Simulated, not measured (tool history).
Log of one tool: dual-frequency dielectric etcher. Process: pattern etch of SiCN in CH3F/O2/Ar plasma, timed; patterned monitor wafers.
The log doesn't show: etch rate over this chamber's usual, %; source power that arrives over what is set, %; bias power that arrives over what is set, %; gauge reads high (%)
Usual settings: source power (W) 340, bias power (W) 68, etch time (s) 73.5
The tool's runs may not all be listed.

run	hour	source power (W)	bias power (W)	etch time (s)	wafers since the last listed run	hours since the last wet clean	hours since the last source power generator calibration	hours since the last bias power generator calibration	hours since the last upper electrode change	hours since the gauge calibration	read-back reference wafer on the same gauge, depth_nm	mean etch depth across the wafer (Å)
1	0.0	340	68	81.0	0	334.2	3572.4	4262.9	4479.9	142.3	20.50	272.2
2	16.3	340	68	81.0	114	350.5	3588.7	4279.2	4496.2	158.6	20.50	272.9
3	43.4	340	68	73.5	190	377.6	3615.8	4306.3	4523.3	185.7	20.51	247.2
4	70.3	340	58	73.5	189	404.5	3642.7	4333.2	4550.2	212.6	20.50	232.4
5	94.4	340	58	73.5	169	428.6	3666.8	4357.3	4574.3	236.7	20.49	232.0
6	119.5	390	68	73.5	176	453.7	3691.9	4382.4	4599.4	261.8	20.50	267.8
7	151.6	390	68	73.5	225	485.8	3724.0	4414.5	4631.5	293.9	20.49	267.1
# hour 162.6: bias power generator calibrated
8	163.9	390	68	73.5	58	498.1	3736.3	1.3	4643.8	306.2	20.50	266.9
# hour 201.0: source power generator calibrated
# hour 202.4: wet clean of the chamber
9	202.9	340	68	85.0	237	0.5	1.9	40.3	4682.8	345.2	20.50	277.2
10	224.3	400	83	53.5	150	21.9	23.3	61.7	4704.2	366.6	20.50	206.8
11	245.6	340	68	85.0	149	43.2	44.6	83.0	4725.5	387.9	20.50	277.7
12	268.9	310	68	60.0	163	66.5	67.9	106.3	4748.8	411.2	20.49	186.7
# hour 322.7: upper electrode replaced
13	323.2	410	83	73.5	213	120.8	122.2	160.6	0.5	465.5	20.49	289.7
14	326.9	340	83	73.5	26	124.5	125.9	164.3	4.2	469.2	20.50	262.7
15	345.2	400	68	73.5	128	142.8	144.2	182.6	22.5	487.5	20.50	262.8
16	376.7	280	56	73.5	221	174.3	175.7	214.1	54.0	519.0	20.50	199.1
17	403.0	340	68	73.5	185	200.6	202.0	240.4	80.3	545.3	20.50	242.9
18	424.8	340	68	73.5	153	222.4	223.8	262.2	102.1	567.1	20.50	242.8
19	449.2	300	54	73.5	171	246.8	248.2	286.6	126.5	591.5	20.51	205.0
20	467.0	270	68	73.5	125	264.6	266.0	304.4	144.3	609.3	20.50	213.7
21	500.0	340	68	73.5	232	297.6	299.0	337.4	177.3	642.3	20.50	243.9
22	513.2	300	68	68.0	92	310.8	312.2	350.6	190.5	655.5	20.51	210.3
# hour 516.8: gauge calibrated
23	537.4	340	68	73.5	170	335.0	336.4	374.8	214.7	20.6	20.50	243.9
24	553.4	340	59	73.5	112	351.0	352.4	390.8	230.7	36.6	20.50	230.0
25	566.1	340	68	89.0	89	363.7	365.1	403.5	243.4	49.3	20.50	296.0
26	597.0	340	73	95.0	217	394.6	396.0	434.4	274.3	80.2	20.49	326.3
27	621.9	280	56	73.5	175	419.5	420.9	459.3	299.2	105.1	20.49	202.3
28	651.8	290	53	80.5	210	449.4	450.8	489.2	329.1	135.0	20.50	220.8
29	681.0	340	68	73.5	205	478.6	480.0	518.4	358.3	164.2	20.50	245.7
30	693.5	340	68	73.5	87	491.1	492.5	530.9	370.8	176.7	20.50	246.6
# hour 736.9: wet clean of the chamber
31	737.4	340	68	73.5	140	0.5	536.4	574.8	414.7	220.6	20.50	242.2

3 ways to go on from here, each from the tool as it stands after run 31. What would each give?
A	737.8	340	68	73.5	2	0.9	536.8	575.2	415.1	221.0	?	?
B	737.8	280	79	59.0	2	0.9	536.8	575.2	415.1	221.0	?	?
C	737.8	340	68	63.5	2	0.9	536.8	575.2	415.1	221.0	?	?

run	read-back reference wafer on the same gauge, depth_nm	mean etch depth across the wafer (Å)
A	20.51	242.2
B	20.51	186.1
C	20.51	209.2
Without the tool's hidden state the same runs would have given:
run	mean etch depth across the wafer (Å)
A	239.9
B	184.4
C	207.3
